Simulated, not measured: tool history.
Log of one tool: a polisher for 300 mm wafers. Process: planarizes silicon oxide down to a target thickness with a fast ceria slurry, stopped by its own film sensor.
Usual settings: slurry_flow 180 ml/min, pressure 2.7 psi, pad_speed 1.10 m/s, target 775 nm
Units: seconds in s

| run | hour | slurry_flow | pressure | pad_speed | target | incoming thickness of the incoming film, nm | seconds |
|---|---|---|---|---|---|---|---|
| 1 | 0.0 | 180 | 2.7 | 1.10 | 775 | 1875.0 | 57.2 |
| 2 | 12.1 | 230 | 2.7 | 1.10 | 775 | 1870.4 | 55.0 |
| 3 | 37.5 | 210 | 3.3 | 1.10 | 775 | 1881.5 | 47.0 |
| 4 | 68.0 | 210 | 3.3 | 1.10 | 775 | 1861.0 | 46.3 |
| 5 | 99.0 | 210 | 3.3 | 1.10 | 775 | 1875.1 | 47.3 |
|  | 116.9 | worn pad replaced by a new one, of another model than before |
| 6 | 127.7 | 205 | 2.7 | 1.10 | 775 | 1872.4 | 57.0 |
| 7 | 150.4 | 205 | 2.7 | 1.10 | 775 | 1879.3 | 56.7 |
| 8 | 174.0 | 205 | 2.7 | 1.10 | 775 | 1870.3 | 56.2 |
|  | 175.6 | slurry nozzle cleaned |
| 9 | 194.0 | 180 | 2.7 | 1.10 | 775 | 1872.1 | 54.1 |
| 10 | 229.2 | 180 | 2.7 | 1.10 | 775 | 1870.3 | 55.3 |
| 11 | 257.9 | 180 | 2.7 | 1.10 | 775 | 1836.1 | 54.0 |
| 12 | 270.7 | 180 | 2.7 | 1.10 | 775 | 1892.4 | 56.4 |
|  | 275.6 | head pressure recalibrated |
| 13 | 304.0 | 180 | 2.7 | 1.10 | 775 | 1875.1 | 54.7 |
|  | 315.8 | worn pad replaced by a new one |
| 14 | 318.2 | 180 | 2.7 | 1.10 | 775 | 1844.8 | 53.4 |
| 15 | 345.2 | 115 | 2.4 | 1.34 | 775 | 1847.1 | 52.5 |
| 16 | 376.3 | 180 | 2.0 | 0.80 | 415 | 1887.4 | 99.8 |
| 17 | 393.4 | 205 | 3.0 | 1.10 | 523 | 1864.1 | 61.3 |
| 18 | 409.7 | 180 | 3.4 | 1.10 | 775 | 1866.0 | 47.4 |
| 19 | 433.8 | 205 | 2.7 | 1.10 | 775 | 1858.3 | 53.6 |
| 20 | 448.4 | 160 | 2.7 | 1.24 | 1151 | 1866.5 | 34.9 |
| 21 | 473.9 | 180 | 2.7 | 1.10 | 775 | 1868.9 | 55.2 |
| 22 | 496.3 | 200 | 2.7 | 1.10 | 775 | 1868.7 | 56.1 |
|  | 507.9 | worn pad replaced by a new one |
| 23 | 523.4 | 205 | 1.9 | 0.96 | 775 | 1891.1 | 71.0 |
| 24 | 540.2 | 115 | 2.7 | 1.10 | 775 | 1892.0 | 62.0 |
| 25 | 557.8 | 180 | 2.0 | 1.10 | 678 | 1862.6 | 71.6 |
| 26 | 580.4 | 180 | 3.2 | 1.10 | 443 | 1879.0 | 66.5 |
| 27 | 610.8 | 180 | 3.2 | 0.88 | 775 | 1865.8 | 57.7 |
| 28 | 638.7 | 135 | 3.0 | 1.10 | 463 | 1832.2 | 71.6 |
| 29 | 664.2 | 160 | 2.0 | 1.10 | 1035 | 1856.8 | 51.6 |
| 30 | 676.9 | 180 | 1.8 | 1.10 | 587 | 1875.4 | 84.3 |
| 31 | 704.6 | 215 | 2.7 | 1.10 | 1123 | 1845.7 | 35.9 |
|  | 714.9 | worn pad replaced by a new one |
| 32 | 733.0 | 240 | 2.7 | 1.34 | 453 | 1878.5 | 63.7 |
|  | 745.4 | slurry nozzle cleaned |
| 33 | 752.2 | 160 | 2.7 | 1.10 | 403 | 1855.8 | 74.3 |
| 34 | 770.4 | 180 | 2.7 | 1.10 | 775 | 1874.0 | 53.9 |
| 35 | 802.6 | 180 | 2.7 | 1.10 | 775 | 1845.8 | 53.1 |
| 36 | 837.4 | 180 | 2.7 | 0.80 | 775 | 1868.1 | 63.7 |

5 ways to go on from here, each from the tool as it stands after run 36. What would each give?
| A | 837.8 | 180 | 2.7 | 1.10 | 775 | 1879.0 | ? |
| B | 837.8 | 180 | 2.7 | 1.32 | 668 | 1879.0 | ? |
| C | 837.8 | 240 | 2.7 | 0.82 | 1119 | 1879.0 | ? |
| D | 837.8 | 135 | 2.9 | 1.10 | 625 | 1879.0 | ? |
| E | 837.8 | 210 | 2.7 | 0.80 | 613 | 1879.0 | ? |

| run | seconds |
|---|---|
| A | 56.7 |
| B | 56.2 |
| C | 43.7 |
| D | 64.2 |
| E | 74.6 |
Without the tool's hidden state the same runs would have given:
| run | seconds |
|---|---|
| A | 56.0 |
| B | 55.5 |
| C | 43.2 |
| D | 63.2 |
| E | 73.8 |
